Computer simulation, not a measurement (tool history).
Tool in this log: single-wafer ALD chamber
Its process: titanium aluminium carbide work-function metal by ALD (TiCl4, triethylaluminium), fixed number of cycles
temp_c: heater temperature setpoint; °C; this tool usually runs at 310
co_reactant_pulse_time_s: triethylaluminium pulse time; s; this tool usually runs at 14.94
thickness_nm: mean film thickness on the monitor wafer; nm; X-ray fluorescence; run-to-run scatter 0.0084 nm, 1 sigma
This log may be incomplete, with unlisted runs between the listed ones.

| run | hour | temp_c | co_reactant_pulse_time_s | read-back reference wafer on the same gauge, thickness_nm | thickness_nm |
|---|---|---|---|---|---|
| 1 | 0 | 310 | 14.94 | 2.312 | 2.024 |
| 2 | 103.8 | 310 | 14.94 | 2.312 | 2.034 |
|  | 121.3 | triethylaluminium bottle replaced |
|  | 173.9 | thermocouple changed; heater temperature recalibrated |
| 3 | 174.4 | 310 | 14.94 | 2.312 | 2.032 |
| 4 | 224 | 310 | 14.94 | 2.311 | 2.029 |
| 5 | 275.7 | 310 | 14.94 | 2.31 | 2.045 |
| 6 | 369.7 | 310 | 14.94 | 2.31 | 2.051 |
| 7 | 464 | 310 | 17.03 | 2.312 | 2.053 |
| 8 | 550.1 | 310 | 17.03 | 2.311 | 2.041 |
| 9 | 652 | 310 | 14.94 | 2.308 | 2.027 |
| 10 | 969.1 | 319 | 14.94 | 2.307 | 2.09 |
| 11 | 1006.2 | 299 | 14.94 | 2.309 | 1.968 |
| 12 | 1056.4 | 310 | 14.94 | 2.31 | 2.043 |
| 13 | 1157.7 | 319 | 17.52 | 2.309 | 2.121 |
|  | 1194.7 | gauge calibrated |
| 14 | 1239.9 | 316 | 20.05 | 2.309 | 2.095 |
| 15 | 1525.4 | 316 | 19.66 | 2.314 | 2.093 |
|  | 1567.2 | showerhead replaced |
|  | 1582.3 | triethylaluminium bottle replaced |
| 16 | 1607.8 | 310 | 16.96 | 2.311 | 2.036 |
| 17 | 1760.4 | 321 | 20.54 | 2.307 | 2.134 |
|  | 1953.1 | thermocouple changed; heater temperature recalibrated |
| 18 | 2043.8 | 296 | 11.13 | 2.314 | 1.908 |
| 19 | 2097.8 | 310 | 14.94 | 2.308 | 2.033 |
| 20 | 2194.7 | 310 | 14.94 | 2.309 | 2.035 |
| 21 | 2265.4 | 323 | 14.94 | 2.309 | 2.153 |
| 22 | 2514 | 322 | 20.01 | 2.311 | 2.14 |

Forecast each of these 5 alternatives for the next run:
| A | 2514.4 | 310 | 20.83 | ? | ? |
| B | 2514.4 | 297 | 19.88 | ? | ? |
| C | 2514.4 | 310 | 19.75 | ? | ? |
| D | 2514.4 | 302 | 10.38 | ? | ? |
| E | 2514.4 | 303 | 12.07 | ? | ? |

| run | read-back reference wafer on the same gauge, thickness_nm | thickness_nm |
|---|---|---|
| A | 2.307 | 2.032 |
| B | 2.307 | 1.934 |
| C | 2.307 | 2.031 |
| D | 2.307 | 1.929 |
| E | 2.307 | 1.954 |
Without the tool's unlogged condition, the same runs would have read:
| run | thickness_nm |
|---|---|
| A | 2.032 |
| B | 1.934 |
| C | 2.031 |
| D | 1.929 |
| E | 1.954 |

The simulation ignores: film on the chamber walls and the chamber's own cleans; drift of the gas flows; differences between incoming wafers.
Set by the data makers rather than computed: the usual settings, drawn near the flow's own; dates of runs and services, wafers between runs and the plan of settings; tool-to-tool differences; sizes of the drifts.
